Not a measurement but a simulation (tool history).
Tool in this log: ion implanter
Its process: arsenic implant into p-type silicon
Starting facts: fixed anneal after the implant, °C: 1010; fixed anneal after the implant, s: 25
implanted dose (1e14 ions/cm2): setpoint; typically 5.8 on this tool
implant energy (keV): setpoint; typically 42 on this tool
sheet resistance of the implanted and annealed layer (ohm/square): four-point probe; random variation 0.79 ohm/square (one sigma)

run     day  implanted dose (1e14 ions/cm2)  implant energy (keV)  read-back reference wafer on the same gauge, sheet resistance  sheet resistance of the implanted and annealed layer (ohm/square)
  1       0                             5.8                    42                                                         164.84                                                             155.88
  2   2.179                             5.8                    42                                                         165.04                                                             154.61
  3   3.592                             5.8                    42                                                         164.91                                                             154.92
  4     4.5                             5.8                    42                                                         164.74                                                             156.68
  5   5.046                             5.8                    42                                                         164.98                                                             155.15
  6   6.212                             5.8                    42                                                         165.15                                                             156.02
  7     7.5                            6.73                    42                                                         165.23                                                             138.75
  8   8.112                             5.8                    42                                                         164.86                                                              154.6
  9   8.892                             5.8                    42                                                         165.18                                                             155.09
 10   9.808                             5.8                    49                                                          164.9                                                             152.54
 11  10.458                             5.8                    42                                                         164.91                                                             156.46
 12  11.004                             5.8                    42                                                         165.13                                                             156.14
 13  12.088                            4.45                  53.5                                                         164.94                                                             184.34
 14  12.742                            4.45                  53.5                                                         164.84                                                             183.47
     13.296  -- extraction supply calibrated
 15  13.688                             5.8                    42                                                         164.78                                                             154.72
 16  14.658                            7.08                  36.5                                                         164.96                                                                136
 17  15.817                             5.8                    42                                                         164.94                                                             154.57
 18  16.483                            6.45                    49                                                         165.07                                                             139.55
 19  17.842                             5.8                    30                                                         165.09                                                             164.04
 20  18.996                            4.71                  31.5                                                         164.97                                                             189.44
 21  19.858                             5.8                    42                                                         165.06                                                             153.76
 22  21.167                             5.8                    28                                                            165                                                             166.13
 23  22.279                             5.8                    42                                                         165.39                                                             154.93
 24  22.817                            4.17                    31                                                          165.1                                                             206.81
      23.45  -- Faraday cup replaced and dose calibrated
 25  25.062                            7.11                    36                                                         164.75                                                             138.84
 26  25.871                            6.44                    42                                                         164.79                                                             146.75
     25.992  -- gauge calibrated
 27    26.4                            4.27                    28                                                          164.9                                                             212.29
 28  27.262                            4.73                  54.5                                                         164.77                                                             178.31
 29  28.033                             7.3                    35                                                         165.16                                                             137.48
 30  28.638                             6.8                    52                                                         164.99                                                             134.92
 31  29.788                            6.99                    38                                                         165.01                                                             138.83
 32  31.038                            6.26                    33                                                         164.64                                                             153.98
 33  32.229                            4.66                    42                                                         165.04                                                             186.32
 34  33.575                            4.46                    42                                                         164.85                                                             191.22
 35  34.258                            4.66                    42                                                         164.97                                                             184.72
 36  35.221                            6.34                    31                                                         165.07                                                             153.64

Forecast each of these 5 alternatives for the next run:
  A  35.238                            4.91                    42                                                              ?                                                                  ?
  B  35.238                             5.8                    37                                                              ?                                                                  ?
  C  35.238                            6.32                    32                                                              ?                                                                  ?
  D  35.238                               5                  46.5                                                              ?                                                                  ?
  E  35.238                            4.13                    42                                                              ?                                                                  ?

run  read-back reference wafer on the same gauge, sheet resistance  sheet resistance of the implanted and annealed layer (ohm/square)
  A                                                         165.05                                                             177.09
  B                                                         165.05                                                             158.78
  C                                                         165.05                                                             152.23
  D                                                         165.05                                                             172.14
  E                                                         165.05                                                             202.29
Take away the tool's hidden state, keep each run's random variation, and the runs would have read:
run  sheet resistance of the implanted and annealed layer (ohm/square)
  A                                                             182.47
  B                                                             163.57
  C                                                             156.75
  D                                                             177.38
  E                                                              208.4
